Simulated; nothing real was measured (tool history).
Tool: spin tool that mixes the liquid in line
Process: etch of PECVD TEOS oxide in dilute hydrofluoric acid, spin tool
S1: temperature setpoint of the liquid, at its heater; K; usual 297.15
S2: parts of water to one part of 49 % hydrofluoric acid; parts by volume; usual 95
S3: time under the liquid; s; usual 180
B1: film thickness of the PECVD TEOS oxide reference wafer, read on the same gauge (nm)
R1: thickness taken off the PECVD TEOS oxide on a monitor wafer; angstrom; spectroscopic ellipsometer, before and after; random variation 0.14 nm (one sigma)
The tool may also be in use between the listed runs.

run 1 hour=0 | S1=297.15 S2=95 S3=180 | B1=60.01 | R1=206
run 2 hour=38.1 | S1=297.15 S2=95 S3=180 | B1=60.02 | R1=205.6
run 3 hour=77.4 | S1=297.15 S2=95 S3=100 | B1=59.98 | R1=115.8
run 4 hour=120.7 | S1=297.15 S2=95 S3=100 | B1=60.01 | R1=114.9
run 5 hour=150.1 | S1=297.15 S2=130 S3=180 | B1=60.02 | R1=141.5
run 6 hour=213.3 | S1=297.15 S2=95 S3=180 | B1=59.98 | R1=203.5
run 7 hour=259.9 | S1=297.15 S2=95 S3=180 | B1=60 | R1=207
run 8 hour=294.1 | S1=300.65 S2=95 S3=180 | B1=60 | R1=238.3
run 9 hour=358.9 | S1=297.15 S2=95 S3=210 | B1=60.01 | R1=240.6
run 10 hour=408.4 | S1=297.15 S2=95 S3=210 | B1=60.02 | R1=242.5
run 11 hour=445.3 | S1=297.15 S2=95 S3=210 | B1=60 | R1=241.4
run 12 hour=472.9 | S1=297.15 S2=95 S3=180 | B1=59.98 | R1=206.3
-- hour=479.3 hydrofluoric acid flow meter replaced
run 13 hour=532 | S1=297.15 S2=95 S3=180 | B1=59.99 | R1=207.3
run 14 hour=578.5 | S1=297.15 S2=95 S3=180 | B1=60 | R1=209.1
run 15 hour=703.4 | S1=297.15 S2=95 S3=180 | B1=59.95 | R1=208
-- hour=735.2 gauge calibrated
run 16 hour=756.8 | S1=299.15 S2=95 S3=115 | B1=60.02 | R1=142.8
run 17 hour=810.6 | S1=299.65 S2=125 S3=180 | B1=60 | R1=168.6
run 18 hour=866.2 | S1=300.15 S2=55 S3=140 | B1=60 | R1=334.7
run 19 hour=937.5 | S1=297.15 S2=130 S3=235 | B1=59.99 | R1=189.5
run 20 hour=973.4 | S1=297.15 S2=95 S3=180 | B1=59.97 | R1=210.6
-- hour=1012.3 thermometer replaced
run 21 hour=1039.8 | S1=297.15 S2=95 S3=180 | B1=60 | R1=216.9
run 22 hour=1079.3 | S1=297.15 S2=140 S3=180 | B1=59.99 | R1=136.8
run 23 hour=1148.9 | S1=297.15 S2=95 S3=180 | B1=59.98 | R1=217.3
run 24 hour=1190.3 | S1=300.65 S2=60 S3=180 | B1=60.02 | R1=415.1
run 25 hour=1214.6 | S1=298.65 S2=55 S3=225 | B1=60 | R1=528.6
run 26 hour=1247.2 | S1=297.15 S2=95 S3=180 | B1=60.04 | R1=217.2
run 27 hour=1278.1 | S1=297.15 S2=95 S3=180 | B1=59.99 | R1=215
run 28 hour=1344.8 | S1=297.15 S2=60 S3=180 | B1=60.02 | R1=360.2
run 29 hour=1380.3 | S1=292.65 S2=95 S3=180 | B1=59.99 | R1=180.3
run 30 hour=1421.5 | S1=297.15 S2=95 S3=180 | B1=60 | R1=218.8
-- hour=1453.4 thermometer replaced, repeated, since the last time left the tool worse
run 31 hour=1588.9 | S1=297.15 S2=95 S3=180 | B1=60.01 | R1=200.1
run 32 hour=1791.8 | S1=301.15 S2=95 S3=180 | B1=59.98 | R1=236.5

The next listed run, before its measurement:
run 33 hour=1851.1 | S1=297.15 S2=135 S3=180 | B1=? | R1=?

B1: 59.97
R1: 137.1 angstrom
Without the tool's hidden state the same run would have given R1 135.8 angstrom.
